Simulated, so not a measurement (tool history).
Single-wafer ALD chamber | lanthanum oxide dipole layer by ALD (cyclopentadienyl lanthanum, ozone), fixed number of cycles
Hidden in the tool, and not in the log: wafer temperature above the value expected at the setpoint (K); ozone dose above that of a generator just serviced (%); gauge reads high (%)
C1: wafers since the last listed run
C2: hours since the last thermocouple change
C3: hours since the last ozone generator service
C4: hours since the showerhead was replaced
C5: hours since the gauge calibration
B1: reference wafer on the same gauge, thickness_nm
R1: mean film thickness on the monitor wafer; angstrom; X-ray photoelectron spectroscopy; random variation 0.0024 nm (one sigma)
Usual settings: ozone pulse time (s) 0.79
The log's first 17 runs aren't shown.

{"run": 18, "hour": 932.5, "ozone pulse time (s)": 0.57, "C1": 1108, "C2": 1751.3, "C3": 720.1, "C4": 2967.6, "C5": 277.8, "B1": 0.497, "R1": 3.73}
{"run": 19, "hour": 1001.1, "ozone pulse time (s)": 0.92, "C1": 1252, "C2": 1819.9, "C3": 788.7, "C4": 3036.2, "C5": 346.4, "B1": 0.496, "R1": 4.42}
{"run": 20, "hour": 1063.0, "ozone pulse time (s)": 0.64, "C1": 1130, "C2": 1881.8, "C3": 850.6, "C4": 3098.1, "C5": 408.3, "B1": 0.496, "R1": 3.87}
{"hour": 1104.9, "done": "thermocouple changed; heater temperature recalibrated"}
{"run": 21, "hour": 1122.2, "ozone pulse time (s)": 0.9, "C1": 934, "C2": 17.3, "C3": 909.8, "C4": 3157.3, "C5": 467.5, "B1": 0.495, "R1": 4.38}
{"run": 22, "hour": 1192.7, "ozone pulse time (s)": 0.52, "C1": 1287, "C2": 87.8, "C3": 980.3, "C4": 3227.8, "C5": 538, "B1": 0.496, "R1": 3.51}
{"run": 23, "hour": 1239.7, "ozone pulse time (s)": 0.79, "C1": 858, "C2": 134.8, "C3": 1027.3, "C4": 3274.8, "C5": 585, "B1": 0.496, "R1": 4.18}
{"run": 24, "hour": 1296.3, "ozone pulse time (s)": 1.04, "C1": 1033, "C2": 191.4, "C3": 1083.9, "C4": 3331.4, "C5": 641.6, "B1": 0.496, "R1": 4.58}
{"run": 25, "hour": 1367.7, "ozone pulse time (s)": 0.79, "C1": 1303, "C2": 262.8, "C3": 1155.3, "C4": 3402.8, "C5": 713, "B1": 0.496, "R1": 4.15}
{"hour": 1406.8, "done": "showerhead replaced"}
{"run": 26, "hour": 1437.2, "ozone pulse time (s)": 0.88, "C1": 1123, "C2": 332.3, "C3": 1224.8, "C4": 30.4, "C5": 782.5, "B1": 0.496, "R1": 4.28}
{"run": 27, "hour": 1488.9, "ozone pulse time (s)": 0.79, "C1": 944, "C2": 384, "C3": 1276.5, "C4": 82.1, "C5": 834.2, "B1": 0.495, "R1": 4.13}
{"run": 28, "hour": 1554.1, "ozone pulse time (s)": 0.56, "C1": 1190, "C2": 449.2, "C3": 1341.7, "C4": 147.3, "C5": 899.4, "B1": 0.496, "R1": 3.58}
{"run": 29, "hour": 1595.5, "ozone pulse time (s)": 0.93, "C1": 756, "C2": 490.6, "C3": 1383.1, "C4": 188.7, "C5": 940.8, "B1": 0.496, "R1": 4.3}
{"run": 30, "hour": 1650.6, "ozone pulse time (s)": 0.57, "C1": 1006, "C2": 545.7, "C3": 1438.2, "C4": 243.8, "C5": 995.9, "B1": 0.495, "R1": 3.59}
{"run": 31, "hour": 1691.2, "ozone pulse time (s)": 0.79, "C1": 741, "C2": 586.3, "C3": 1478.8, "C4": 284.4, "C5": 1036.5, "B1": 0.496, "R1": 4.05}
{"run": 32, "hour": 1746.8, "ozone pulse time (s)": 0.79, "C1": 1015, "C2": 641.9, "C3": 1534.4, "C4": 340, "C5": 1092.1, "B1": 0.496, "R1": 4.06}
{"run": 33, "hour": 1814.6, "ozone pulse time (s)": 0.53, "C1": 1238, "C2": 709.7, "C3": 1602.2, "C4": 407.8, "C5": 1159.9, "B1": 0.496, "R1": 3.44}
{"run": 34, "hour": 1848.4, "ozone pulse time (s)": 0.71, "C1": 617, "C2": 743.5, "C3": 1636, "C4": 441.6, "C5": 1193.7, "B1": 0.495, "R1": 3.84}
{"run": 35, "hour": 1911.6, "ozone pulse time (s)": 0.58, "C1": 1154, "C2": 806.7, "C3": 1699.2, "C4": 504.8, "C5": 1256.9, "B1": 0.496, "R1": 3.49}

Forecast each of these 3 alternatives for the next run:
{"run": "A", "hour": 1912.0, "ozone pulse time (s)": 0.79, "C1": 7, "C2": 807.1, "C3": 1699.6, "C4": 505.2, "C5": 1257.3, "B1": "?", "R1": "?"}
{"run": "B", "hour": 1912.0, "ozone pulse time (s)": 1.06, "C1": 7, "C2": 807.1, "C3": 1699.6, "C4": 505.2, "C5": 1257.3, "B1": "?", "R1": "?"}
{"run": "C", "hour": 1912.0, "ozone pulse time (s)": 1, "C1": 7, "C2": 807.1, "C3": 1699.6, "C4": 505.2, "C5": 1257.3, "B1": "?", "R1": "?"}

run=A B1=0.496 R1=3.99
run=B B1=0.496 R1=4.44
run=C B1=0.496 R1=4.35
Without the tool's hidden state the same runs would have given:
run=A R1=4.27
run=B R1=4.67
run=C R1=4.59

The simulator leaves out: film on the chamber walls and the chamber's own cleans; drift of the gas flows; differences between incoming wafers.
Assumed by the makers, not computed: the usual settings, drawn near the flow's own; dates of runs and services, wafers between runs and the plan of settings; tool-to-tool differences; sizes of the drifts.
